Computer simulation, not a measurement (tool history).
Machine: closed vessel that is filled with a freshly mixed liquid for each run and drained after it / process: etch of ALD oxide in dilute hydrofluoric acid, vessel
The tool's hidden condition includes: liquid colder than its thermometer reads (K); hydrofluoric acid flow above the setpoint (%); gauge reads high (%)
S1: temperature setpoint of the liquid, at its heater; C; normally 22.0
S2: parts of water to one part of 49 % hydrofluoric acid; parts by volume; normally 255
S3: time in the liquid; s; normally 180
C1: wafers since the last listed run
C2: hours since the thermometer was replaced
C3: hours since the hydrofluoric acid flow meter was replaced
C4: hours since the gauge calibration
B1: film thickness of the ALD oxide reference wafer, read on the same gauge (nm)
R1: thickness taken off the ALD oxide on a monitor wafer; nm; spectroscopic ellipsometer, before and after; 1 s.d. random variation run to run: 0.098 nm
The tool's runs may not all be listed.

run	hour	S1	S2	S3	C1	C2	C3	C4	B1	R1
1	0.0	22.0	255	180	0	1534.4	1894.4	700.9	110.00	15.91
2	18.8	22.0	255	180	1356	1553.2	1913.2	719.7	110.00	15.98
3	45.2	22.0	185	180	1904	1579.6	1939.6	746.1	109.98	23.45
4	66.4	22.0	185	180	1529	1600.8	1960.8	767.3	109.99	23.21
5	78.7	22.0	185	180	887	1613.1	1973.1	779.6	109.98	23.45
6	101.6	22.0	255	180	1651	1636.0	1996.0	802.5	109.99	15.74
7	133.3	22.0	255	180	2286	1667.7	2027.7	834.2	109.97	15.71
8	146.4	22.0	255	180	945	1680.8	2040.8	847.3	109.98	15.77
9	171.5	22.0	255	180	1810	1705.9	2065.9	872.4	109.96	15.55
10	204.0	22.0	255	180	2344	1738.4	2098.4	904.9	109.98	15.67
11	224.3	19.0	255	180	1464	1758.7	2118.7	925.2	109.95	14.02
# hour 250.5: gauge calibrated
12	260.1	19.0	255	180	2582	1794.5	2154.5	9.6	110.02	14.08
# hour 261.9: hydrofluoric acid flow meter replaced
# hour 273.0: thermometer replaced
13	281.9	22.0	205	180	1428	8.9	20.0	31.4	110.03	19.44
14	313.7	22.0	255	180	2293	40.7	51.8	63.2	109.99	14.89
15	337.1	22.0	255	145	1688	64.1	75.2	86.6	109.98	12.02
16	354.5	22.0	255	235	1255	81.5	92.6	104.0	110.01	19.52
17	371.1	22.0	255	220	1197	98.1	109.2	120.6	110.02	18.30
18	392.9	22.0	305	180	1572	119.9	131.0	142.4	109.98	11.91
19	411.6	22.0	205	180	1348	138.6	149.7	161.1	110.00	19.56
# hour 421.3: thermometer replaced, repeated, since the last time left the tool worse
20	425.8	22.0	255	135	952	4.5	163.9	175.3	110.02	12.54
21	438.5	22.0	255	180	916	17.2	176.6	188.0	110.01	16.60
22	481.0	17.5	290	270	3065	59.7	219.1	230.5	110.01	17.84
23	512.5	22.0	255	180	2272	91.2	250.6	262.0	109.97	16.58
24	530.6	22.0	255	180	1305	109.3	268.7	280.1	110.07	16.72
25	561.2	22.0	310	105	2207	139.9	299.3	310.7	109.96	7.54
26	591.3	25.0	145	150	2171	170.0	329.4	340.8	110.01	30.30
27	621.7	22.0	195	180	2192	200.4	359.8	371.2	110.03	22.96
28	644.9	25.5	190	180	1673	223.6	383.0	394.4	109.97	27.20
29	674.8	22.0	255	180	2156	253.5	412.9	424.3	110.00	16.45
30	705.3	22.0	255	180	2200	284.0	443.4	454.8	110.00	16.39
31	722.3	20.0	175	180	1226	301.0	460.4	471.8	109.97	24.11
32	746.7	18.0	195	245	1760	325.4	484.8	496.2	110.00	26.43

How would selected steps in R1 from run to run divide? Give the signed amount a tool lacking its hidden state would still show from settings, what came in and random variation, and the signed amount left for the hidden state, including any gauge scatter that is not in both of the compared results.
Run 12 -> 13: S1 19.0 -> 22.0, S2 255 -> 205, hydrofluoric acid flow meter replaced, thermometer replaced. R1 +5.36 nm: hidden state -1.38, all else +6.74.
Run 18 -> 19: S2 305 -> 205. R1 +7.65 nm: hidden state -1.12, all else +8.77.
Run 19 -> 20: S2 205 -> 255, S3 180 -> 135, thermometer replaced, repeated, since the last time left the tool worse. R1 -7.02 nm: hidden state +2.38, all else -9.40.
Run 24 -> 25: S2 255 -> 310, S3 180 -> 105. R1 -9.18 nm: hidden state +0.18, all else -9.36.
Run 25 -> 26: S1 22.0 -> 25.0, S2 310 -> 145, S3 105 -> 150. R1 +22.76 nm: hidden state -0.55, all else +23.31.
Run 28 -> 29: S1 25.5 -> 22.0, S2 190 -> 255. R1 -10.75 nm: hidden state +0.25, all else -11.00.
